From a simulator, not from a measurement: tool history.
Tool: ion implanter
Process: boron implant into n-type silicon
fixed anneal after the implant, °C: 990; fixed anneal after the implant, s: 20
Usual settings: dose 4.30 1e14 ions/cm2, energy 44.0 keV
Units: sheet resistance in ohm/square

| run | hour | dose | energy | read-back reference wafer on the same gauge, sheet resistance | sheet resistance |
|---|---|---|---|---|---|
| 1 | 0.0 | 3.69 | 44.0 | 278.88 | 273.49 |
| 2 | 33.4 | 4.30 | 44.0 | 279.21 | 240.94 |
| 3 | 93.6 | 4.30 | 44.0 | 279.42 | 240.68 |
| 4 | 157.9 | 4.30 | 41.0 | 279.51 | 240.80 |
| 5 | 218.0 | 4.30 | 41.0 | 278.47 | 241.17 |
| 6 | 277.7 | 4.30 | 41.0 | 278.54 | 240.05 |
| 7 | 325.9 | 4.30 | 32.0 | 278.93 | 245.12 |
| 8 | 365.2 | 4.30 | 32.0 | 279.05 | 246.00 |
|  | 428.4 | Faraday cup replaced and dose calibrated |
|  | 428.4 | extraction supply calibrated |
| 9 | 428.9 | 3.57 | 44.0 | 279.12 | 298.40 |
| 10 | 448.7 | 3.57 | 44.0 | 278.92 | 298.69 |
| 11 | 475.0 | 5.36 | 56.5 | 279.67 | 213.87 |
| 12 | 510.5 | 3.01 | 44.0 | 278.45 | 339.43 |
|  | 528.1 | gauge calibrated |
| 13 | 562.1 | 5.14 | 44.0 | 279.01 | 227.20 |
| 14 | 601.4 | 4.30 | 44.0 | 278.90 | 255.59 |
|  | 640.3 | Faraday cup replaced and dose calibrated, repeated, since the last time left the tool worse |
| 15 | 652.8 | 4.85 | 50.5 | 279.18 | 219.66 |
| 16 | 710.9 | 3.23 | 58.0 | 278.91 | 297.29 |
| 17 | 761.8 | 4.30 | 44.0 | 278.69 | 245.11 |
| 18 | 825.5 | 4.96 | 53.5 | 278.64 | 214.32 |
| 19 | 888.6 | 4.93 | 51.0 | 278.52 | 219.14 |
| 20 | 932.5 | 3.40 | 38.0 | 278.65 | 298.47 |
| 21 | 1082.7 | 3.28 | 58.0 | 278.66 | 292.82 |

The tool's hidden state at each run:
deviation of the true energy from its setpoint, %: 0 in every run
gauge reads high (%): 0 in every run
H1: deviation of the true dose from the Faraday cup's reading, %
| run | H1 |
|---|---|
| 1 | 2.23 |
| 2 | 2.37 |
| 3 | 2.64 |
| 4 | 2.94 |
| 5 | 3.23 |
| 6 | 3.53 |
| 7 | 3.78 |
| 8 | 4 |
| 9 | -6.5 |
| 10 | -6.5 |
| 11 | -6.5 |
| 12 | -6.49 |
| 13 | -6.47 |
| 14 | -6.45 |
| 15 | -0.0415 |
| 16 | -0.0331 |
| 17 | -0.0161 |
| 18 | 0.0178 |
| 19 | 0.0653 |
| 20 | 0.106 |
| 21 | 0.298 |
